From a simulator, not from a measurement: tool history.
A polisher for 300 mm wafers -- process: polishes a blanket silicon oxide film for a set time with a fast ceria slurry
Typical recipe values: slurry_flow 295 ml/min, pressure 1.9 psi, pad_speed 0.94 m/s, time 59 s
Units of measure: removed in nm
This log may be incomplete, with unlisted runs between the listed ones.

run,hour,slurry_flow,pressure,pad_speed,time,wafers since the last listed run,wafers polished on this pad,hours since the slurry nozzle was cleaned,hours since the head pressure was calibrated,"incoming thickness of the incoming film, nm",removed
1,0.0,295,1.9,0.94,59,0,1088,211.4,1137.4,3622.5,509.4
2,35.9,295,1.9,0.94,59,518,1606,247.3,1173.3,3634.2,501.2
# hour 52.7: slurry nozzle cleaned
# hour 85.9: worn pad replaced by a new one
3,164.3,295,1.9,0.94,59,1781,1131,111.6,1301.7,3624.8,495.3
4,233.5,295,1.9,0.94,59,999,2130,180.8,1370.9,3659.0,477.4
# hour 276.8: worn pad replaced by a new one
5,302.1,295,1.9,0.94,59,932,365,249.4,1439.5,3692.7,467.2
# hour 305.2: slurry nozzle cleaned
# hour 343.6: head pressure recalibrated
6,370.1,345,1.9,0.94,59,938,1304,64.9,26.5,3655.3,547.0
7,413.8,345,1.9,0.94,59,630,1935,108.6,70.2,3606.1,554.2
# hour 428.4: worn pad replaced by a new one
8,460.9,345,1.9,0.94,59,622,468,155.7,117.3,3586.1,530.2
9,524.4,330,1.9,0.94,54,916,1385,219.2,180.8,3638.3,498.2
10,575.1,265,2.5,0.84,52,731,2117,269.9,231.5,3660.6,555.1
# hour 591.4: slurry nozzle cleaned
# hour 609.6: worn pad replaced by a new one
11,610.1,295,1.9,0.94,71,433,7,18.7,266.5,3663.6,644.4
12,641.1,235,2.5,0.94,59,447,454,49.7,297.5,3557.9,686.6
13,668.3,295,1.9,0.94,71,392,847,76.9,324.7,3611.0,644.3
14,731.1,230,2.4,1.16,52,906,1753,139.7,387.5,3637.7,691.7
# hour 795.9: worn pad replaced by a new one
15,796.4,295,1.4,1.20,52,884,7,205.0,452.8,3676.8,432.1

The next listed run, before its measurement:
# hour 833.3: slurry nozzle cleaned
16,863.6,225,1.6,0.68,41,955,962,30.3,520.0,3605.5,?

For run 16 the tool returned removed 234.5 nm.
With the hidden condition absent and the run-to-run variation left alone, this run would have shown removed 244.1 nm.

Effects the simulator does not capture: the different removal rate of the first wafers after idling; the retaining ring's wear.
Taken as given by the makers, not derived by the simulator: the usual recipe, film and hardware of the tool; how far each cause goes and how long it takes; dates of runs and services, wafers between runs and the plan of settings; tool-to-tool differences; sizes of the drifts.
